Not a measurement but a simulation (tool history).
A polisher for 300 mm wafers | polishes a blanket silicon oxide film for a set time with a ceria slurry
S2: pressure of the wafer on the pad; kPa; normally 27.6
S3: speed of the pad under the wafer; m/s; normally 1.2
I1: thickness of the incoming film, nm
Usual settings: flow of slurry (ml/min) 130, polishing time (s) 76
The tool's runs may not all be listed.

run 1 hour=0 | flow_of_slurry_(ml/min)=145 S2=27.6 S3=1.2 polishing_time_(s)=83 | I1=1441.3 | film_removed_(angstrom)=6080
-- hour=29.1 slurry nozzle cleaned
run 2 hour=85.7 | flow_of_slurry_(ml/min)=145 S2=27.6 S3=1.2 polishing_time_(s)=83 | I1=1429.8 | film_removed_(angstrom)=6105
-- hour=159.7 worn pad replaced by a new one
run 3 hour=160.2 | flow_of_slurry_(ml/min)=95 S2=27.6 S3=1.2 polishing_time_(s)=76 | I1=1455.7 | film_removed_(angstrom)=5080
-- hour=230.6 head pressure recalibrated
run 4 hour=236.5 | flow_of_slurry_(ml/min)=95 S2=27.6 S3=1.2 polishing_time_(s)=76 | I1=1441.5 | film_removed_(angstrom)=4944
run 5 hour=304.4 | flow_of_slurry_(ml/min)=130 S2=27.6 S3=1.2 polishing_time_(s)=76 | I1=1445.5 | film_removed_(angstrom)=5301
run 6 hour=373.2 | flow_of_slurry_(ml/min)=130 S2=27.6 S3=1.2 polishing_time_(s)=76 | I1=1465 | film_removed_(angstrom)=5338
-- hour=395.7 slurry nozzle cleaned
run 7 hour=449.6 | flow_of_slurry_(ml/min)=130 S2=27.6 S3=1.2 polishing_time_(s)=76 | I1=1467.2 | film_removed_(angstrom)=5325
-- hour=501 worn pad replaced by a new one
run 8 hour=516.5 | flow_of_slurry_(ml/min)=130 S2=27.6 S3=1.2 polishing_time_(s)=76 | I1=1465.4 | film_removed_(angstrom)=5300
run 9 hour=611.3 | flow_of_slurry_(ml/min)=155 S2=27.6 S3=1.2 polishing_time_(s)=67 | I1=1475.5 | film_removed_(angstrom)=4950
run 10 hour=700.7 | flow_of_slurry_(ml/min)=155 S2=27.6 S3=1.2 polishing_time_(s)=67 | I1=1479.5 | film_removed_(angstrom)=4935
-- hour=732.6 slurry nozzle cleaned
run 11 hour=764.4 | flow_of_slurry_(ml/min)=155 S2=27.6 S3=1.2 polishing_time_(s)=67 | I1=1441.1 | film_removed_(angstrom)=5081
-- hour=814.9 head pressure recalibrated
run 12 hour=836.2 | flow_of_slurry_(ml/min)=130 S2=27.6 S3=1.2 polishing_time_(s)=76 | I1=1465.3 | film_removed_(angstrom)=5252
-- hour=871.1 worn pad replaced by a new one
run 13 hour=883.8 | flow_of_slurry_(ml/min)=130 S2=27.6 S3=1.2 polishing_time_(s)=76 | I1=1466 | film_removed_(angstrom)=5331
run 14 hour=948.8 | flow_of_slurry_(ml/min)=130 S2=27.6 S3=1.2 polishing_time_(s)=76 | I1=1439.6 | film_removed_(angstrom)=5244
run 15 hour=1022.2 | flow_of_slurry_(ml/min)=130 S2=27.6 S3=1.2 polishing_time_(s)=53 | I1=1432.4 | film_removed_(angstrom)=3720
-- hour=1086.5 slurry nozzle cleaned
run 16 hour=1107 | flow_of_slurry_(ml/min)=130 S2=34.5 S3=1 polishing_time_(s)=76 | I1=1442.6 | film_removed_(angstrom)=5625
run 17 hour=1196 | flow_of_slurry_(ml/min)=130 S2=27.6 S3=1.54 polishing_time_(s)=76 | I1=1454.3 | film_removed_(angstrom)=6883
-- hour=1214.1 worn pad replaced by a new one, of another model than before
run 18 hour=1245.2 | flow_of_slurry_(ml/min)=130 S2=27.6 S3=0.86 polishing_time_(s)=76 | I1=1428.7 | film_removed_(angstrom)=4550
run 19 hour=1331.3 | flow_of_slurry_(ml/min)=160 S2=31.7 S3=1.62 polishing_time_(s)=51 | I1=1462.7 | film_removed_(angstrom)=4983
-- hour=1390.5 head pressure recalibrated
run 20 hour=1399.4 | flow_of_slurry_(ml/min)=130 S2=33.1 S3=1.44 polishing_time_(s)=92 | I1=1468.8 | film_removed_(angstrom)=8123
-- hour=1436.5 slurry nozzle cleaned
run 21 hour=1449.3 | flow_of_slurry_(ml/min)=130 S2=27.6 S3=1.2 polishing_time_(s)=76 | I1=1441.8 | film_removed_(angstrom)=5282
run 22 hour=1489.6 | flow_of_slurry_(ml/min)=160 S2=31.7 S3=1.62 polishing_time_(s)=51 | I1=1451 | film_removed_(angstrom)=4808
run 23 hour=1558.3 | flow_of_slurry_(ml/min)=115 S2=23.4 S3=1.2 polishing_time_(s)=53 | I1=1454.2 | film_removed_(angstrom)=3243
-- hour=1582.6 worn pad replaced by a new one
run 24 hour=1648.8 | flow_of_slurry_(ml/min)=110 S2=24.1 S3=1.4 polishing_time_(s)=58 | I1=1454.5 | film_removed_(angstrom)=3977
run 25 hour=1725.3 | flow_of_slurry_(ml/min)=130 S2=19.3 S3=1.2 polishing_time_(s)=76 | I1=1475.5 | film_removed_(angstrom)=4325
run 26 hour=1768.3 | flow_of_slurry_(ml/min)=130 S2=36.5 S3=1.2 polishing_time_(s)=90 | I1=1437 | film_removed_(angstrom)=7766

Each row is a separate what-if for the run after 26, all from the same tool condition, not one after another. Results?
run A hour=1768.7 | flow_of_slurry_(ml/min)=130 S2=27.6 S3=1.2 polishing_time_(s)=76 | I1=1425.2 | film_removed_(angstrom)=?
run B hour=1768.7 | flow_of_slurry_(ml/min)=130 S2=31.7 S3=1.2 polishing_time_(s)=67 | I1=1425.2 | film_removed_(angstrom)=?
run C hour=1768.7 | flow_of_slurry_(ml/min)=130 S2=33.1 S3=0.78 polishing_time_(s)=76 | I1=1425.2 | film_removed_(angstrom)=?
run D hour=1768.7 | flow_of_slurry_(ml/min)=130 S2=30.3 S3=1.2 polishing_time_(s)=66 | I1=1425.2 | film_removed_(angstrom)=?
run E hour=1768.7 | flow_of_slurry_(ml/min)=150 S2=27.6 S3=1.2 polishing_time_(s)=76 | I1=1425.2 | film_removed_(angstrom)=?

run=A film_removed_(angstrom)=5321
run=B film_removed_(angstrom)=5167
run=C film_removed_(angstrom)=4825
run=D film_removed_(angstrom)=4933
run=E film_removed_(angstrom)=5413
Stripped of hidden state, with their random variation kept, the same runs would have yielded:
run=A film_removed_(angstrom)=5281
run=B film_removed_(angstrom)=5128
run=C film_removed_(angstrom)=4789
run=D film_removed_(angstrom)=4897
run=E film_removed_(angstrom)=5373

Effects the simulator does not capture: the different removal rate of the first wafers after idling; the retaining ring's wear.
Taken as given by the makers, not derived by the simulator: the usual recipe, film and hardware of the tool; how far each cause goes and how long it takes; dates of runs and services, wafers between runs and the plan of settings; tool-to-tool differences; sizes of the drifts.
